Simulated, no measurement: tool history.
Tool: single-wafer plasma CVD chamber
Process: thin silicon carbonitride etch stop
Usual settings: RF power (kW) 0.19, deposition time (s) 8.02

run,hour,RF power (kW),deposition time (s),wafers since the last listed run,hours since the last thermocouple change,hours since the last RF generator calibration,hours since the showerhead was replaced,hours since the gauge calibration,"read-back reference wafer on the same gauge, thickness_nm",mean film thickness on the monitor wafer (angstrom)
1,0,0.19,8.02,0,2355.6,1612.9,7612.5,178.9,4.13,42.21
2,9.8,0.19,8.02,133,2365.4,1622.7,7622.3,188.7,4.132,42.11
3,25.1,0.19,8.37,208,2380.7,1638,7637.6,204,4.131,43.89
4,32.8,0.19,8.37,104,2388.4,1645.7,7645.3,211.7,4.131,43.88
5,42,0.19,8.37,125,2397.6,1654.9,7654.5,220.9,4.132,43.96
6,57.3,0.19,8.02,208,2412.9,1670.2,7669.8,236.2,4.129,41.99
7,63.9,0.19,8.02,89,2419.5,1676.8,7676.4,242.8,4.13,42.02
8,70.1,0.19,9.19,84,2425.7,1683,7682.6,249,4.134,48.14
9,83.6,0.19,8.02,183,2439.2,1696.5,7696.1,262.5,4.126,42
10,99.3,0.19,8.02,213,2454.9,1712.2,7711.8,278.2,4.133,42.13
11,114.1,0.19,8.02,201,2469.7,1727,7726.6,293,4.13,42
12,124.2,0.19,8.02,137,2479.8,1737.1,7736.7,303.1,4.128,41.96
13,138.4,0.19,8.02,193,2494,1751.3,7750.9,317.3,4.132,41.99
14,156.3,0.19,8.02,243,2511.9,1769.2,7768.8,335.2,4.131,42.01
# hour 170.2: thermocouple changed; heater temperature recalibrated
15,171.3,0.18,7.12,95,1.1,1784.2,7783.8,350.2,4.133,36.56
# hour 173.2: gauge calibrated
16,179.1,0.215,8.02,106,8.9,1792,7791.6,5.9,4.132,44.06
# hour 199.4: showerhead replaced
17,199.9,0.21,6.91,174,29.7,1812.8,0.5,26.7,4.127,37.46
18,202.4,0.17,9.43,34,32.2,1815.3,3,29.2,4.13,47.38
19,219.8,0.175,8.02,237,49.6,1832.7,20.4,46.6,4.13,40.7
20,227.4,0.19,8.02,103,57.2,1840.3,28,54.2,4.128,41.98
# hour 238.6: RF generator calibrated
21,239.1,0.19,8.02,50,68.9,0.5,39.7,65.9,4.132,43.29
22,288.8,0.19,8.02,677,118.6,50.2,89.4,115.6,4.13,43.08

Forecast run 23:
23,298.9,0.22,6.55,137,128.7,60.3,99.5,125.7,?,?

read-back reference wafer on the same gauge, thickness_nm: 4.129
mean film thickness on the monitor wafer (angstrom): 37.11
Without the tool's hidden state the same run would have given mean film thickness on the monitor wafer (angstrom) 37.18.

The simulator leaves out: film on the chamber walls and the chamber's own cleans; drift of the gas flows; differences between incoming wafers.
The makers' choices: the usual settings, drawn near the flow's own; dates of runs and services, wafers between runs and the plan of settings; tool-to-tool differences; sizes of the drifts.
